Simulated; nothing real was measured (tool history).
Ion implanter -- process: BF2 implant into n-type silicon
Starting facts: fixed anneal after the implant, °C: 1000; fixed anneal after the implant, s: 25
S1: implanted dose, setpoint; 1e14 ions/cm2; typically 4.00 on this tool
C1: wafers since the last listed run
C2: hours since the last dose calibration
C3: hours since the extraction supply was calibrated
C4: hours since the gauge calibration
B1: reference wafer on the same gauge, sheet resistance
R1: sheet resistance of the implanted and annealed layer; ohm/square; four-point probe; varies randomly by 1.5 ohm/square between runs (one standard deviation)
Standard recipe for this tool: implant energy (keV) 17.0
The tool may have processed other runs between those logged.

{"run": 1, "hour": 0.0, "S1": 4.0, "implant energy (keV)": 17.0, "C1": 0, "C2": 1103.3, "C3": 1201.9, "C4": 786.3, "B1": 278.17, "R1": 328.67}
{"run": 2, "hour": 147.9, "S1": 4.0, "implant energy (keV)": 21.5, "C1": 2160, "C2": 1251.2, "C3": 1349.8, "C4": 934.2, "B1": 277.79, "R1": 315.37}
{"run": 3, "hour": 191.7, "S1": 4.0, "implant energy (keV)": 21.5, "C1": 639, "C2": 1295.0, "C3": 1393.6, "C4": 978.0, "B1": 277.8, "R1": 314.08}
{"run": 4, "hour": 234.7, "S1": 4.45, "implant energy (keV)": 15.0, "C1": 628, "C2": 1338.0, "C3": 1436.6, "C4": 1021.0, "B1": 277.65, "R1": 315.86}
{"hour": 267.4, "done": "Faraday cup replaced and dose calibrated"}
{"run": 5, "hour": 274.8, "S1": 4.0, "implant energy (keV)": 17.0, "C1": 468, "C2": 7.4, "C3": 1476.7, "C4": 1061.1, "B1": 277.65, "R1": 328.57}
{"run": 6, "hour": 471.0, "S1": 4.0, "implant energy (keV)": 17.0, "C1": 2866, "C2": 203.6, "C3": 1672.9, "C4": 1257.3, "B1": 277.21, "R1": 326.18}
{"run": 7, "hour": 524.7, "S1": 4.43, "implant energy (keV)": 17.0, "C1": 784, "C2": 257.3, "C3": 1726.6, "C4": 1311.0, "B1": 277.56, "R1": 305.4}
{"run": 8, "hour": 569.5, "S1": 4.43, "implant energy (keV)": 17.0, "C1": 654, "C2": 302.1, "C3": 1771.4, "C4": 1355.8, "B1": 277.33, "R1": 305.58}
{"run": 9, "hour": 616.4, "S1": 4.0, "implant energy (keV)": 12.5, "C1": 685, "C2": 349.0, "C3": 1818.3, "C4": 1402.7, "B1": 277.31, "R1": 349.06}
{"run": 10, "hour": 677.8, "S1": 4.0, "implant energy (keV)": 12.5, "C1": 897, "C2": 410.4, "C3": 1879.7, "C4": 1464.1, "B1": 277.31, "R1": 350.55}
{"run": 11, "hour": 712.5, "S1": 4.7, "implant energy (keV)": 21.0, "C1": 506, "C2": 445.1, "C3": 1914.4, "C4": 1498.8, "B1": 276.87, "R1": 279.81}
{"run": 12, "hour": 779.5, "S1": 4.7, "implant energy (keV)": 21.0, "C1": 978, "C2": 512.1, "C3": 1981.4, "C4": 1565.8, "B1": 276.71, "R1": 279.28}
{"run": 13, "hour": 816.3, "S1": 4.7, "implant energy (keV)": 21.0, "C1": 537, "C2": 548.9, "C3": 2018.2, "C4": 1602.6, "B1": 277.12, "R1": 282.99}
{"run": 14, "hour": 842.4, "S1": 4.0, "implant energy (keV)": 20.0, "C1": 381, "C2": 575.0, "C3": 2044.3, "C4": 1628.7, "B1": 277.06, "R1": 317.12}
{"hour": 852.0, "done": "gauge calibrated"}
{"run": 15, "hour": 905.4, "S1": 4.0, "implant energy (keV)": 17.0, "C1": 920, "C2": 638.0, "C3": 2107.3, "C4": 53.4, "B1": 283.23, "R1": 333.54}
{"run": 16, "hour": 968.4, "S1": 4.0, "implant energy (keV)": 17.0, "C1": 920, "C2": 701.0, "C3": 2170.3, "C4": 116.4, "B1": 282.25, "R1": 335.74}
{"run": 17, "hour": 1040.2, "S1": 4.0, "implant energy (keV)": 17.0, "C1": 1048, "C2": 772.8, "C3": 2242.1, "C4": 188.2, "B1": 281.65, "R1": 334.91}
{"run": 18, "hour": 1085.2, "S1": 3.65, "implant energy (keV)": 21.5, "C1": 657, "C2": 817.8, "C3": 2287.1, "C4": 233.2, "B1": 281.01, "R1": 343.79}
{"run": 19, "hour": 1112.3, "S1": 4.92, "implant energy (keV)": 21.5, "C1": 395, "C2": 844.9, "C3": 2314.2, "C4": 260.3, "B1": 281.06, "R1": 273.76}
{"run": 20, "hour": 1249.9, "S1": 4.0, "implant energy (keV)": 17.0, "C1": 2010, "C2": 982.5, "C3": 2451.8, "C4": 397.9, "B1": 280.22, "R1": 330.17}
{"run": 21, "hour": 1321.9, "S1": 4.0, "implant energy (keV)": 17.0, "C1": 1051, "C2": 1054.5, "C3": 2523.8, "C4": 469.9, "B1": 279.79, "R1": 332.51}
{"hour": 1354.3, "done": "Faraday cup replaced and dose calibrated"}
{"hour": 1369.9, "done": "extraction supply calibrated"}
{"run": 22, "hour": 1378.3, "S1": 4.0, "implant energy (keV)": 14.5, "C1": 590, "C2": 24.0, "C3": 8.4, "C4": 526.3, "B1": 279.44, "R1": 339.75}
{"run": 23, "hour": 1409.3, "S1": 4.45, "implant energy (keV)": 15.0, "C1": 452, "C2": 55.0, "C3": 39.4, "C4": 557.3, "B1": 279.24, "R1": 314.13}
{"run": 24, "hour": 1466.5, "S1": 4.99, "implant energy (keV)": 13.0, "C1": 835, "C2": 112.2, "C3": 96.6, "C4": 614.5, "B1": 278.98, "R1": 304.38}
{"run": 25, "hour": 1507.2, "S1": 3.12, "implant energy (keV)": 11.0, "C1": 594, "C2": 152.9, "C3": 137.3, "C4": 655.2, "B1": 279.24, "R1": 432.55}
{"run": 26, "hour": 1546.1, "S1": 3.23, "implant energy (keV)": 12.5, "C1": 568, "C2": 191.8, "C3": 176.2, "C4": 694.1, "B1": 278.84, "R1": 408.96}
{"run": 27, "hour": 1614.5, "S1": 4.0, "implant energy (keV)": 17.0, "C1": 999, "C2": 260.2, "C3": 244.6, "C4": 762.5, "B1": 278.56, "R1": 328.25}
{"run": 28, "hour": 1639.7, "S1": 3.46, "implant energy (keV)": 20.5, "C1": 368, "C2": 285.4, "C3": 269.8, "C4": 787.7, "B1": 278.46, "R1": 357.74}
{"run": 29, "hour": 1678.6, "S1": 4.0, "implant energy (keV)": 17.0, "C1": 568, "C2": 324.3, "C3": 308.7, "C4": 826.6, "B1": 278.25, "R1": 329.04}
{"run": 30, "hour": 1705.9, "S1": 4.0, "implant energy (keV)": 17.0, "C1": 398, "C2": 351.6, "C3": 336.0, "C4": 853.9, "B1": 278.19, "R1": 328.39}
{"run": 31, "hour": 1743.1, "S1": 3.44, "implant energy (keV)": 12.0, "C1": 543, "C2": 388.8, "C3": 373.2, "C4": 891.1, "B1": 278.28, "R1": 394.88}
{"run": 32, "hour": 1804.8, "S1": 4.81, "implant energy (keV)": 11.5, "C1": 901, "C2": 450.5, "C3": 434.9, "C4": 952.8, "B1": 277.99, "R1": 323.54}
{"run": 33, "hour": 1871.6, "S1": 3.28, "implant energy (keV)": 15.0, "C1": 975, "C2": 517.3, "C3": 501.7, "C4": 1019.6, "B1": 278.02, "R1": 388.01}
{"run": 34, "hour": 1935.7, "S1": 4.0, "implant energy (keV)": 17.0, "C1": 936, "C2": 581.4, "C3": 565.8, "C4": 1083.7, "B1": 278.17, "R1": 331.48}
{"run": 35, "hour": 1992.7, "S1": 4.96, "implant energy (keV)": 17.0, "C1": 832, "C2": 638.4, "C3": 622.8, "C4": 1140.7, "B1": 277.59, "R1": 283.86}
{"run": 36, "hour": 2043.5, "S1": 3.33, "implant energy (keV)": 15.5, "C1": 742, "C2": 689.2, "C3": 673.6, "C4": 1191.5, "B1": 277.77, "R1": 381.57}
{"run": 37, "hour": 2099.4, "S1": 3.17, "implant energy (keV)": 19.0, "C1": 816, "C2": 745.1, "C3": 729.5, "C4": 1247.4, "B1": 277.64, "R1": 385.48}

Each row is a separate what-if for the run after 37, all from the same tool condition, not one after another. Results?
{"run": "A", "hour": 2099.8, "S1": 4.0, "implant energy (keV)": 17.0, "C1": 5, "C2": 745.5, "C3": 729.9, "C4": 1247.8, "B1": "?", "R1": "?"}
{"run": "B", "hour": 2099.8, "S1": 4.85, "implant energy (keV)": 19.5, "C1": 5, "C2": 745.5, "C3": 729.9, "C4": 1247.8, "B1": "?", "R1": "?"}
{"run": "C", "hour": 2099.8, "S1": 4.0, "implant energy (keV)": 13.0, "C1": 5, "C2": 745.5, "C3": 729.9, "C4": 1247.8, "B1": "?", "R1": "?"}
{"run": "D", "hour": 2099.8, "S1": 3.45, "implant energy (keV)": 20.0, "C1": 5, "C2": 745.5, "C3": 729.9, "C4": 1247.8, "B1": "?", "R1": "?"}

run=A B1=277.37 R1=329.54
run=B B1=277.37 R1=280.83
run=C B1=277.37 R1=348.87
run=D B1=277.37 R1=358.92
Stripped of hidden state, with their random variation kept, the same runs would have yielded:
run=A R1=337.13
run=B R1=287.30
run=C R1=356.90
run=D R1=367.19

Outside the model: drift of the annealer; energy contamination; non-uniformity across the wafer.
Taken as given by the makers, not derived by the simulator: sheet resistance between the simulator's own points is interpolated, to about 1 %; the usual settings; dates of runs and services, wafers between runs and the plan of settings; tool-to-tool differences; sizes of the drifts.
